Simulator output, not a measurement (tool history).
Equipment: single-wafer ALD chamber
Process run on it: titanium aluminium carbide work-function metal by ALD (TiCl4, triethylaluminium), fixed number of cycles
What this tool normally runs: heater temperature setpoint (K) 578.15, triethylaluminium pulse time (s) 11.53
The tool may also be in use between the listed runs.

run	day	heater temperature setpoint (K)	triethylaluminium pulse time (s)	read-back reference wafer on the same gauge, thickness_nm	mean film thickness on the monitor wafer (nm)
1	0.000	578.15	11.53	1.971	2.061
2	1.242	578.15	11.53	1.972	2.062
3	2.938	578.15	11.53	1.972	2.059
4	5.150	578.15	11.53	1.968	2.062
# day 8.812: showerhead replaced
5	10.212	578.15	11.53	1.971	2.039
6	12.096	573.15	11.53	1.968	1.985
# day 12.512: gauge calibrated
7	13.933	573.15	11.53	1.969	1.992
8	15.662	573.15	11.53	1.971	1.987
9	18.471	578.15	11.53	1.969	2.021
10	20.321	583.15	11.53	1.969	2.064
11	22.975	578.15	9.11	1.971	1.898
12	24.238	578.15	11.53	1.969	1.996
# day 25.067: thermocouple changed; heater temperature recalibrated
13	26.375	578.15	12.73	1.971	2.069
14	27.496	578.15	11.53	1.971	2.016
15	29.071	567.15	7.92	1.970	1.699
16	30.388	578.15	11.53	1.970	2.007
# day 31.154: triethylaluminium bottle replaced
17	31.592	568.15	13.63	1.970	2.010
18	32.892	573.15	13.45	1.970	2.058
19	34.121	583.15	13.62	1.971	2.159
20	36.312	583.15	11.53	1.972	2.131
21	38.121	592.15	13.92	1.971	2.248
22	40.404	578.15	11.53	1.970	2.077
23	41.888	569.15	14.63	1.969	2.019
24	43.262	568.15	7.12	1.970	1.765
25	45.392	578.15	11.53	1.970	2.077
26	46.783	591.15	9.38	1.971	2.123
27	49.500	578.15	11.53	1.970	2.066
28	52.112	569.15	14.63	1.969	2.004
29	54.475	583.15	13.54	1.970	2.126
30	55.546	587.15	11.53	1.969	2.121
31	57.571	584.15	16.10	1.970	2.164
32	59.954	586.15	11.53	1.969	2.086
33	62.092	568.15	7.12	1.969	1.626
34	64.025	588.15	15.11	1.970	2.172

Below, each run's measurement less what the same run would have read without the hidden state. Both values contain the same run-to-run variation, but the gauge's scatter may not be the same in both:
Hidden state at play: wafer temperature above the value expected at the setpoint (K); triethylaluminium dose above that of a fresh bottle (%); gauge reads high (%).
run	mean film thickness on the monitor wafer (nm)
1	-0.038
2	-0.039
3	-0.040
4	-0.044
5	-0.052
6	-0.055
7	-0.060
8	-0.064
9	-0.073
10	-0.081
11	-0.123
12	-0.098
13	-0.048
14	-0.070
15	-0.162
16	-0.093
17	-0.008
18	-0.009
19	-0.011
20	-0.014
21	-0.014
22	-0.019
23	-0.017
24	-0.038
25	-0.028
26	-0.042
27	-0.038
28	-0.031
29	-0.042
30	-0.060
31	-0.038
32	-0.082
33	-0.184
34	-0.064
